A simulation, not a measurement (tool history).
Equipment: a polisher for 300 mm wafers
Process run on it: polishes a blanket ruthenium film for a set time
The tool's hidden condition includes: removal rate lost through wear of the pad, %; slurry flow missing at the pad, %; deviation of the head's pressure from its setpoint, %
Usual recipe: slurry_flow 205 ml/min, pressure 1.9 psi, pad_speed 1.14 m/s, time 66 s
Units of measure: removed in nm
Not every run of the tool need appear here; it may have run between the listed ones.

run,hour,slurry_flow,pressure,pad_speed,time,wafers since the last listed run,wafers polished on this pad,hours since the slurry nozzle was cleaned,hours since the head pressure was calibrated,"incoming thickness of the incoming film, nm",removed
1,0.0,205,1.9,1.14,66,0,160,154.0,164.2,403.7,78.8
2,60.3,205,1.9,1.14,66,826,987,214.3,224.5,413.5,77.8
3,124.6,205,1.9,1.14,66,881,1868,278.6,288.8,403.6,76.7
4,171.4,205,1.9,1.14,66,641,2510,325.4,335.6,409.5,78.2
5,220.2,205,1.9,1.14,66,669,3179,374.2,384.4,408.9,77.2
# hour 240.5: slurry nozzle cleaned
6,250.7,205,1.9,1.14,66,404,3583,10.2,414.9,416.2,82.4
7,299.7,205,1.9,1.14,66,671,4255,59.2,463.9,413.3,82.3
8,338.7,205,1.9,1.14,66,534,4790,98.2,502.9,415.8,81.6
# hour 357.5: worn pad replaced by a new one
9,381.8,205,1.9,1.14,66,536,333,141.3,546.0,413.8,82.8
10,440.8,205,1.9,1.14,66,808,1142,200.3,605.0,406.5,81.4
11,493.9,205,1.9,1.14,66,728,1870,253.4,658.1,413.1,81.9
12,549.6,205,1.9,1.14,66,763,2634,309.1,713.8,411.1,79.1
# hour 662.4: slurry nozzle cleaned
13,691.2,205,1.9,1.14,80,1927,4561,28.8,855.4,414.5,101.3
# hour 744.7: worn pad replaced by a new one
14,747.9,205,1.9,1.14,80,722,44,85.5,912.1,406.9,101.0
15,776.2,205,1.9,1.14,80,388,432,113.8,940.4,413.8,100.9
16,842.9,205,1.9,1.44,81,914,1346,180.5,1007.1,413.3,131.0
17,898.6,205,1.9,1.44,81,763,2110,236.2,1062.8,409.5,127.7
18,932.9,205,1.9,1.54,84,470,2580,270.5,1097.1,408.9,141.5
19,969.8,265,1.9,1.14,87,505,3086,307.4,1134.0,415.7,111.3
20,1035.7,205,1.9,1.14,66,903,3990,373.3,1199.9,412.2,79.1
21,1088.6,205,1.9,1.14,66,725,4715,426.2,1252.8,415.2,77.7
# hour 1123.4: slurry nozzle cleaned
# hour 1126.3: head pressure recalibrated
22,1141.8,205,1.9,1.44,81,688,5403,18.4,15.5,414.3,120.5
23,1168.5,205,1.9,1.14,66,366,5769,45.1,42.2,410.6,77.1
# hour 1217.3: worn pad replaced by a new one
24,1223.3,205,1.9,1.14,66,696,82,99.9,97.0,412.9,79.8
25,1294.2,205,1.4,0.94,66,972,1054,170.8,167.9,413.6,49.2
26,1342.8,205,2.5,1.14,76,666,1721,219.4,216.5,403.8,117.3
27,1394.7,225,1.9,1.00,66,711,2432,271.3,268.4,407.0,69.1
28,1459.0,205,1.9,1.26,66,881,3314,335.6,332.7,419.3,85.4
# hour 1500.0: slurry nozzle cleaned
29,1504.8,205,1.9,1.14,66,614,3928,4.8,378.5,402.0,82.2
30,1542.4,205,1.9,1.14,66,515,4444,42.4,416.1,405.5,82.1
31,1588.5,205,1.9,1.14,66,632,5076,88.5,462.2,411.6,81.5
# hour 1599.0: worn pad replaced by a new one
32,1626.0,205,1.9,0.74,86,459,369,126.0,499.7,403.5,69.6
33,1660.7,265,1.9,1.44,76,475,845,160.7,534.4,408.7,122.6
34,1688.9,185,1.9,1.14,76,386,1232,188.9,562.6,407.4,92.8
35,1756.1,225,2.3,0.92,80,921,2153,256.1,629.8,407.3,96.4
36,1821.6,205,2.5,1.14,88,898,3051,321.6,695.3,414.9,136.7
# hour 1869.2: slurry nozzle cleaned
37,1879.2,240,1.9,0.86,85,776,3827,10.0,752.9,407.4,80.5
38,1960.5,205,1.9,1.14,66,1114,4942,91.3,834.2,407.5,82.6

For each entry between runs, how does the tool's hidden state at the last listed run before it compare with that at the first listed run after it?
Logged between run 5 and run 6: slurry nozzle cleaned (hour 240.5)
  slurry flow missing at the pad, %: 29.1 -> 1.16; deviation of the head's pressure from its setpoint, %: 4.64 -> 4.92
  difference, measured minus the result without the unlogged condition, removed: -1.4 -> +3.5 nm
Logged between run 8 and run 9: worn pad replaced by a new one (hour 357.5)
  slurry flow missing at the pad, %: 2.83 -> 4.64; deviation of the head's pressure from its setpoint, %: 5.64 -> 5.94
  difference, measured minus the result without the unlogged condition, removed: +3.8 -> +3.8 nm
Logged between run 12 and run 13: slurry nozzle cleaned (hour 662.4)
  slurry flow missing at the pad, %: 17.9 -> 3.01; deviation of the head's pressure from its setpoint, %: 6.89 -> 7.46
  difference, measured minus the result without the unlogged condition, removed: +2.4 -> +6.2 nm
Logged between run 13 and run 14: worn pad replaced by a new one (hour 744.7)
  slurry flow missing at the pad, %: 3.01 -> 4.15; deviation of the head's pressure from its setpoint, %: 7.46 -> 7.64
  difference, measured minus the result without the unlogged condition, removed: +6.2 -> +6.1 nm
Logged between run 21 and run 22: slurry nozzle cleaned (hour 1123.4); head pressure recalibrated (hour 1126.3)
  slurry flow missing at the pad, %: 34.7 -> 2.4; deviation of the head's pressure from its setpoint, %: 8.37 -> -1.19
  difference, measured minus the result without the unlogged condition, removed: -0.3 -> -1.8 nm
Logged between run 23 and run 24: worn pad replaced by a new one (hour 1217.3)
  slurry flow missing at the pad, %: 2.7 -> 4.09; deviation of the head's pressure from its setpoint, %: -0.63 -> 0.417
  difference, measured minus the result without the unlogged condition, removed: -0.8 -> -0.1 nm
Logged between run 28 and run 29: slurry nozzle cleaned (hour 1500.0)
  slurry flow missing at the pad, %: 22.1 -> 1.09; deviation of the head's pressure from its setpoint, %: 3.73 -> 4.2
  difference, measured minus the result without the unlogged condition, removed: -0.6 -> +3.0 nm
Logged between run 31 and run 32: worn pad replaced by a new one (hour 1599.0)
  slurry flow missing at the pad, %: 2.46 -> 3.87; deviation of the head's pressure from its setpoint, %: 4.94 -> 5.23
  difference, measured minus the result without the unlogged condition, removed: +3.3 -> +2.9 nm
Logged between run 36 and run 37: slurry nozzle cleaned (hour 1869.2)
  slurry flow missing at the pad, %: 19.2 -> 2.63; deviation of the head's pressure from its setpoint, %: 6.42 -> 6.68
  difference, measured minus the result without the unlogged condition, removed: +3.2 -> +4.5 nm
